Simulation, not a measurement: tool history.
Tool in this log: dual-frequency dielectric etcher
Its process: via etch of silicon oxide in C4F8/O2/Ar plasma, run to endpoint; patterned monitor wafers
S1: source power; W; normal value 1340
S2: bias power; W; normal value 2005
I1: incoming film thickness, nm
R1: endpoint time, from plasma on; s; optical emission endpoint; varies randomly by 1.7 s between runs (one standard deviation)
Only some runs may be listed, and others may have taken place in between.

{"run": 1, "hour": 0.0, "S1": 1610, "S2": 2005, "I1": 1147.2, "R1": 257}
{"hour": 30.7, "done": "wet clean of the chamber"}
{"run": 2, "hour": 31.2, "S1": 1340, "S2": 2005, "I1": 1141.4, "R1": 294.2}
{"run": 3, "hour": 47.1, "S1": 1340, "S2": 2005, "I1": 1142, "R1": 295.7}
{"run": 4, "hour": 74.3, "S1": 1340, "S2": 2005, "I1": 1153.7, "R1": 293.9}
{"run": 5, "hour": 93.1, "S1": 1340, "S2": 2005, "I1": 1162.5, "R1": 299.1}
{"run": 6, "hour": 194.0, "S1": 1340, "S2": 2005, "I1": 1143.7, "R1": 290.6}
{"run": 7, "hour": 219.9, "S1": 1340, "S2": 2005, "I1": 1149, "R1": 287.2}
{"run": 8, "hour": 254.0, "S1": 1340, "S2": 2005, "I1": 1152.9, "R1": 287.5}
{"run": 9, "hour": 324.3, "S1": 1560, "S2": 1746, "I1": 1141.5, "R1": 273.2}
{"run": 10, "hour": 349.8, "S1": 1560, "S2": 1746, "I1": 1156, "R1": 272.9}
{"run": 11, "hour": 377.5, "S1": 1340, "S2": 2005, "I1": 1158, "R1": 285.6}
{"run": 12, "hour": 403.9, "S1": 1340, "S2": 2005, "I1": 1153, "R1": 282.5}
{"hour": 450.1, "done": "wet clean of the chamber"}
{"run": 13, "hour": 450.6, "S1": 1340, "S2": 2005, "I1": 1150.1, "R1": 293.7}
{"run": 14, "hour": 451.0, "S1": 1340, "S2": 2005, "I1": 1154.6, "R1": 295.7}
{"hour": 477.5, "done": "bias power generator calibrated"}
{"run": 15, "hour": 533.3, "S1": 1160, "S2": 2400, "I1": 1158.7, "R1": 303.6}
{"run": 16, "hour": 556.2, "S1": 1510, "S2": 2467, "I1": 1147.8, "R1": 260.8}
{"run": 17, "hour": 579.2, "S1": 1340, "S2": 1717, "I1": 1158.4, "R1": 305.8}
{"hour": 626.2, "done": "upper electrode replaced, of another model than before"}
{"run": 18, "hour": 626.7, "S1": 1430, "S2": 2308, "I1": 1155.5, "R1": 277.2}
{"run": 19, "hour": 627.1, "S1": 1190, "S2": 2172, "I1": 1156.1, "R1": 294.6}
{"run": 20, "hour": 640.3, "S1": 1510, "S2": 2467, "I1": 1155.9, "R1": 270}
{"hour": 645.2, "done": "source power generator calibrated"}
{"run": 21, "hour": 657.0, "S1": 1340, "S2": 2005, "I1": 1152.6, "R1": 288.8}
{"run": 22, "hour": 678.0, "S1": 1340, "S2": 2005, "I1": 1139.5, "R1": 282.1}
{"run": 23, "hour": 699.4, "S1": 1140, "S2": 1706, "I1": 1162.1, "R1": 311.5}
{"run": 24, "hour": 750.9, "S1": 1580, "S2": 2458, "I1": 1158.6, "R1": 263.3}
{"run": 25, "hour": 784.9, "S1": 1340, "S2": 2005, "I1": 1149.2, "R1": 282.9}
{"run": 26, "hour": 805.1, "S1": 1340, "S2": 2005, "I1": 1150.8, "R1": 284.2}
{"run": 27, "hour": 822.4, "S1": 1090, "S2": 1837, "I1": 1160.7, "R1": 309.1}
{"run": 28, "hour": 836.1, "S1": 1340, "S2": 2005, "I1": 1156.8, "R1": 284.6}
{"hour": 869.3, "done": "wet clean of the chamber"}
{"run": 29, "hour": 869.8, "S1": 1630, "S2": 1676, "I1": 1137.6, "R1": 281.9}

Alternative continuations, all from the tool just after run 29; predict every row:
{"run": "A", "hour": 870.3, "S1": 1340, "S2": 2005, "I1": 1145.4, "R1": "?"}
{"run": "B", "hour": 870.3, "S1": 1340, "S2": 1648, "I1": 1145.4, "R1": "?"}
{"run": "C", "hour": 870.3, "S1": 1040, "S2": 1662, "I1": 1145.4, "R1": "?"}
{"run": "D", "hour": 870.3, "S1": 1200, "S2": 2005, "I1": 1145.4, "R1": "?"}

run=A R1=294.5
run=B R1=304.2
run=C R1=328.1
run=D R1=304.6
With no hidden state in the tool, these same runs would have given:
run=A R1=294
run=B R1=303.7
run=C R1=327.6
run=D R1=304.1
